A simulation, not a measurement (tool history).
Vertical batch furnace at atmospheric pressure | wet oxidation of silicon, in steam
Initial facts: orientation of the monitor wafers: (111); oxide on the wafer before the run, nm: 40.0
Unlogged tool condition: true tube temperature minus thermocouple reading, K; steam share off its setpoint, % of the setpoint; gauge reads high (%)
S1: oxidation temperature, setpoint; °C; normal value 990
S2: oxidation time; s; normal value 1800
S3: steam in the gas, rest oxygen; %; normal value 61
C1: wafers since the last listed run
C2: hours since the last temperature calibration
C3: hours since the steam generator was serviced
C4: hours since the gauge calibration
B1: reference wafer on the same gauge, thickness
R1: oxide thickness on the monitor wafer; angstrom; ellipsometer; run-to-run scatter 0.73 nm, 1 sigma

{"run": 1, "day": 0.0, "S1": 990, "S2": 1800, "S3": 66, "C1": 0, "C2": 4392.1, "C3": 2851.5, "C4": 214.4, "B1": 221.88, "R1": 2027.2}
{"run": 2, "day": 1.288, "S1": 990, "S2": 1800, "S3": 66, "C1": 438, "C2": 4423.0, "C3": 2882.4, "C4": 245.3, "B1": 221.98, "R1": 2030.3}
{"run": 3, "day": 2.562, "S1": 971, "S2": 1800, "S3": 55, "C1": 433, "C2": 4453.6, "C3": 2913.0, "C4": 275.9, "B1": 221.83, "R1": 1582.2}
{"run": 4, "day": 3.558, "S1": 971, "S2": 1800, "S3": 55, "C1": 338, "C2": 4477.5, "C3": 2936.9, "C4": 299.8, "B1": 222.22, "R1": 1584.0}
{"run": 5, "day": 4.279, "S1": 971, "S2": 1800, "S3": 55, "C1": 245, "C2": 4494.8, "C3": 2954.2, "C4": 317.1, "B1": 221.96, "R1": 1590.5}
{"run": 6, "day": 8.483, "S1": 990, "S2": 1800, "S3": 61, "C1": 1430, "C2": 4595.7, "C3": 3055.1, "C4": 418.0, "B1": 221.89, "R1": 1920.5}
{"run": 7, "day": 9.475, "S1": 990, "S2": 1800, "S3": 61, "C1": 337, "C2": 4619.5, "C3": 3078.9, "C4": 441.8, "B1": 221.86, "R1": 1926.2}
{"day": 12.588, "done": "thermocouples replaced and temperature profile calibrated"}
{"run": 8, "day": 13.508, "S1": 990, "S2": 1800, "S3": 61, "C1": 1031, "C2": 22.1, "C3": 3175.7, "C4": 538.6, "B1": 222.09, "R1": 1920.7}
{"run": 9, "day": 14.442, "S1": 990, "S2": 1800, "S3": 61, "C1": 317, "C2": 44.5, "C3": 3198.1, "C4": 561.0, "B1": 222.37, "R1": 1927.8}
{"run": 10, "day": 15.817, "S1": 990, "S2": 1800, "S3": 61, "C1": 467, "C2": 77.5, "C3": 3231.1, "C4": 594.0, "B1": 221.95, "R1": 1910.9}
{"run": 11, "day": 16.567, "S1": 990, "S2": 1800, "S3": 61, "C1": 255, "C2": 95.5, "C3": 3249.1, "C4": 612.0, "B1": 221.84, "R1": 1907.8}
{"run": 12, "day": 17.183, "S1": 990, "S2": 1800, "S3": 61, "C1": 209, "C2": 110.3, "C3": 3263.9, "C4": 626.8, "B1": 221.79, "R1": 1909.1}
{"day": 18.421, "done": "steam generator serviced"}
{"run": 13, "day": 18.442, "S1": 990, "S2": 1380, "S3": 61, "C1": 87, "C2": 140.5, "C3": 0.5, "C4": 657.0, "B1": 221.85, "R1": 1716.0}
{"run": 14, "day": 18.696, "S1": 990, "S2": 1380, "S3": 61, "C1": 86, "C2": 146.6, "C3": 6.6, "C4": 663.1, "B1": 221.97, "R1": 1717.7}
{"run": 15, "day": 19.362, "S1": 990, "S2": 1800, "S3": 61, "C1": 226, "C2": 162.6, "C3": 22.6, "C4": 679.1, "B1": 221.73, "R1": 2026.4}
{"run": 16, "day": 20.296, "S1": 990, "S2": 1800, "S3": 61, "C1": 317, "C2": 185.0, "C3": 45.0, "C4": 701.5, "B1": 221.74, "R1": 2028.6}
{"run": 17, "day": 21.075, "S1": 990, "S2": 1800, "S3": 61, "C1": 265, "C2": 203.7, "C3": 63.7, "C4": 720.2, "B1": 222.2, "R1": 2023.3}
{"run": 18, "day": 21.725, "S1": 995, "S2": 1800, "S3": 61, "C1": 221, "C2": 219.3, "C3": 79.3, "C4": 735.8, "B1": 222.26, "R1": 2104.4}
{"run": 19, "day": 22.338, "S1": 971, "S2": 1800, "S3": 53, "C1": 208, "C2": 234.0, "C3": 94.0, "C4": 750.5, "B1": 221.8, "R1": 1619.0}
{"run": 20, "day": 23.512, "S1": 990, "S2": 1800, "S3": 61, "C1": 399, "C2": 262.2, "C3": 122.2, "C4": 778.7, "B1": 222.16, "R1": 2024.7}
{"run": 21, "day": 25.404, "S1": 990, "S2": 1800, "S3": 61, "C1": 643, "C2": 307.6, "C3": 167.6, "C4": 824.1, "B1": 222.02, "R1": 2017.7}
{"run": 22, "day": 26.667, "S1": 983, "S2": 1800, "S3": 61, "C1": 429, "C2": 337.9, "C3": 197.9, "C4": 854.4, "B1": 222.19, "R1": 1934.8}
{"run": 23, "day": 27.608, "S1": 975, "S2": 1470, "S3": 51, "C1": 320, "C2": 360.5, "C3": 220.5, "C4": 877.0, "B1": 221.75, "R1": 1447.0}
{"day": 27.625, "done": "gauge calibrated"}
{"run": 24, "day": 29.004, "S1": 971, "S2": 1800, "S3": 55, "C1": 474, "C2": 394.0, "C3": 254.0, "C4": 33.1, "B1": 222.21, "R1": 1664.2}
{"run": 25, "day": 29.812, "S1": 990, "S2": 1800, "S3": 61, "C1": 275, "C2": 413.4, "C3": 273.4, "C4": 52.5, "B1": 222.1, "R1": 2019.8}
{"run": 26, "day": 32.471, "S1": 990, "S2": 1800, "S3": 56, "C1": 904, "C2": 477.2, "C3": 337.2, "C4": 116.3, "B1": 221.66, "R1": 1913.5}
{"run": 27, "day": 33.346, "S1": 990, "S2": 1800, "S3": 61, "C1": 297, "C2": 498.2, "C3": 358.2, "C4": 137.3, "B1": 221.95, "R1": 2014.0}
{"run": 28, "day": 34.55, "S1": 990, "S2": 1800, "S3": 61, "C1": 409, "C2": 527.1, "C3": 387.1, "C4": 166.2, "B1": 221.95, "R1": 2011.7}
{"run": 29, "day": 35.229, "S1": 983, "S2": 2580, "S3": 52, "C1": 231, "C2": 543.4, "C3": 403.4, "C4": 182.5, "B1": 221.68, "R1": 2189.4}
{"run": 30, "day": 36.454, "S1": 979, "S2": 1800, "S3": 71, "C1": 416, "C2": 572.8, "C3": 432.8, "C4": 211.9, "B1": 221.86, "R1": 2068.1}
{"run": 31, "day": 37.225, "S1": 990, "S2": 1170, "S3": 70, "C1": 262, "C2": 591.3, "C3": 451.3, "C4": 230.4, "B1": 222.21, "R1": 1683.0}
{"run": 32, "day": 37.929, "S1": 1013, "S2": 2430, "S3": 53, "C1": 239, "C2": 608.2, "C3": 468.2, "C4": 247.3, "B1": 221.87, "R1": 2547.1}
{"run": 33, "day": 39.096, "S1": 1000, "S2": 1350, "S3": 51, "C1": 396, "C2": 636.2, "C3": 496.2, "C4": 275.3, "B1": 221.91, "R1": 1610.4}
{"run": 34, "day": 39.796, "S1": 1009, "S2": 1260, "S3": 67, "C1": 238, "C2": 653.0, "C3": 513.0, "C4": 292.1, "B1": 221.93, "R1": 1945.0}
{"run": 35, "day": 40.992, "S1": 990, "S2": 1800, "S3": 71, "C1": 406, "C2": 681.7, "C3": 541.7, "C4": 320.8, "B1": 222.3, "R1": 2212.0}
{"run": 36, "day": 41.746, "S1": 990, "S2": 1800, "S3": 61, "C1": 256, "C2": 699.8, "C3": 559.8, "C4": 338.9, "B1": 221.88, "R1": 2018.8}

What would each run have given without the hidden state, its run-to-run variation left as it was?
run=1 R1=2136.9
run=2 R1=2141.3
run=3 R1=1670.6
run=4 R1=1673.3
run=5 R1=1680.7
run=6 R1=2032.0
run=7 R1=2039.0
run=8 R1=2036.8
run=9 R1=2045.2
run=10 R1=2028.5
run=11 R1=2025.9
run=12 R1=2027.9
run=13 R1=1719.1
run=14 R1=1721.0
run=15 R1=2030.9
run=16 R1=2033.9
run=17 R1=2029.2
run=18 R1=2111.0
run=19 R1=1624.6
run=20 R1=2032.7
run=21 R1=2027.2
run=22 R1=1945.0
run=23 R1=1455.1
run=24 R1=1674.7
run=25 R1=2033.1
run=26 R1=1928.1
run=27 R1=2030.2
run=28 R1=2028.9
run=29 R1=2208.9
run=30 R1=2087.7
run=31 R1=1699.2
run=32 R1=2571.6
run=33 R1=1626.8
run=34 R1=1965.5
run=35 R1=2236.9
run=36 R1=2042.2

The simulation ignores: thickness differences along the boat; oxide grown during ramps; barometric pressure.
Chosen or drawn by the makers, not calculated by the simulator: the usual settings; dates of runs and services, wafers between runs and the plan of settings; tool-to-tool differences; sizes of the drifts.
